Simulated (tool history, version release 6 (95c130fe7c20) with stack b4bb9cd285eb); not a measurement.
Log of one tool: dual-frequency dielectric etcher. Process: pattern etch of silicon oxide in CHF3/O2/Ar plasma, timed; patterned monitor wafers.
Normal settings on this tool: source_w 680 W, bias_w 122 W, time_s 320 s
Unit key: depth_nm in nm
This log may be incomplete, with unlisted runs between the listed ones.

| run | hour | source_w | bias_w | time_s | read-back reference wafer on the same gauge, depth_nm | depth_nm |
|---|---|---|---|---|---|---|
| 1 | 0 | 680 | 143 | 320 | 494.3 | 628.8 |
| 2 | 48 | 680 | 143 | 320 | 495.1 | 632.3 |
| 3 | 75.5 | 680 | 143 | 320 | 496.5 | 628.6 |
| 4 | 132.7 | 680 | 122 | 320 | 497.5 | 604.6 |
| 5 | 177 | 680 | 122 | 320 | 497.9 | 610.6 |
| 6 | 319.8 | 680 | 122 | 276 | 500.6 | 526.2 |
| 7 | 354.2 | 680 | 122 | 276 | 501.1 | 528 |
| 8 | 407.1 | 680 | 122 | 276 | 502.5 | 527 |
| 9 | 441.6 | 680 | 122 | 277.5 | 503.7 | 533.1 |
|  | 474.4 | wet clean of the chamber |
| 10 | 481 | 680 | 122 | 277.5 | 503.8 | 534.6 |
| 11 | 550.9 | 680 | 122 | 320 | 505.5 | 614.3 |
| 12 | 590.4 | 680 | 122 | 320 | 507.7 | 614.9 |
| 13 | 651.4 | 680 | 122 | 320 | 507.2 | 609.8 |
| 14 | 683.2 | 680 | 122 | 320 | 508.2 | 621.7 |
|  | 687.5 | gauge calibrated |
| 15 | 736.3 | 680 | 122 | 320 | 491.5 | 601.4 |
| 16 | 799.5 | 680 | 122 | 320 | 492 | 601.7 |
|  | 825 | bias power generator calibrated |
| 17 | 866.2 | 730 | 122 | 320 | 494.5 | 629.9 |
| 18 | 911.2 | 610 | 122 | 385 | 495 | 688.2 |
|  | 990.6 | upper electrode replaced |
| 19 | 991.1 | 630 | 122 | 268.5 | 495.6 | 486.5 |
| 20 | 1050.6 | 680 | 122 | 320 | 496.6 | 605.3 |
|  | 1136.2 | wet clean of the chamber |
| 21 | 1136.7 | 520 | 103 | 265.5 | 499.1 | 419.6 |
| 22 | 1159.9 | 680 | 122 | 320 | 500.3 | 601.4 |
| 23 | 1231.3 | 590 | 147 | 225 | 500.6 | 424 |
|  | 1250.2 | source power generator calibrated |
| 24 | 1296.2 | 550 | 97 | 356 | 503.2 | 574.3 |
| 25 | 1338.7 | 760 | 122 | 320 | 502.2 | 640.7 |
| 26 | 1383.4 | 680 | 99 | 320 | 502.9 | 582 |
| 27 | 1408.1 | 680 | 151 | 353.5 | 503.5 | 716.1 |
| 28 | 1478.8 | 680 | 122 | 320 | 505.8 | 615.6 |
| 29 | 1651.5 | 680 | 98 | 385.5 | 509.6 | 706.4 |
| 30 | 1675.6 | 680 | 122 | 320 | 508.2 | 621.5 |

How would selected steps in depth_nm from run to run divide? Give the signed amount a tool lacking its hidden state would still show from settings, what came in and random variation, and the signed amount left for the hidden state, including any gauge scatter that is not in both of the compared results.
What the log doesn't record here: etch rate over this chamber's usual, %; source power that arrives over what is set, %; bias power that arrives over what is set, %; gauge reads high (%).
Run 14 -> 15: gauge calibrated. depth_nm -20.3 nm: hidden state -20.7, all else +0.4.
Run 18 -> 19: source_w 610 -> 630, time_s 385 -> 268.5, upper electrode replaced. depth_nm -201.7 nm: hidden state -0.4, all else -201.3.
Run 20 -> 21: source_w 680 -> 520, bias_w 122 -> 103, time_s 320 -> 265.5, wet clean of the chamber. depth_nm -185.7 nm: hidden state -1.4, all else -184.3.
Run 21 -> 22: source_w 520 -> 680, bias_w 103 -> 122, time_s 265.5 -> 320. depth_nm +181.8 nm: hidden state +3.8, all else +178.
Run 23 -> 24: source_w 590 -> 550, bias_w 147 -> 97, time_s 225 -> 356, source power generator calibrated. depth_nm +150.3 nm: hidden state +4.6, all else +145.7.
Run 28 -> 29: bias_w 122 -> 98, time_s 320 -> 385.5. depth_nm +90.8 nm: hidden state +7.4, all else +83.4.
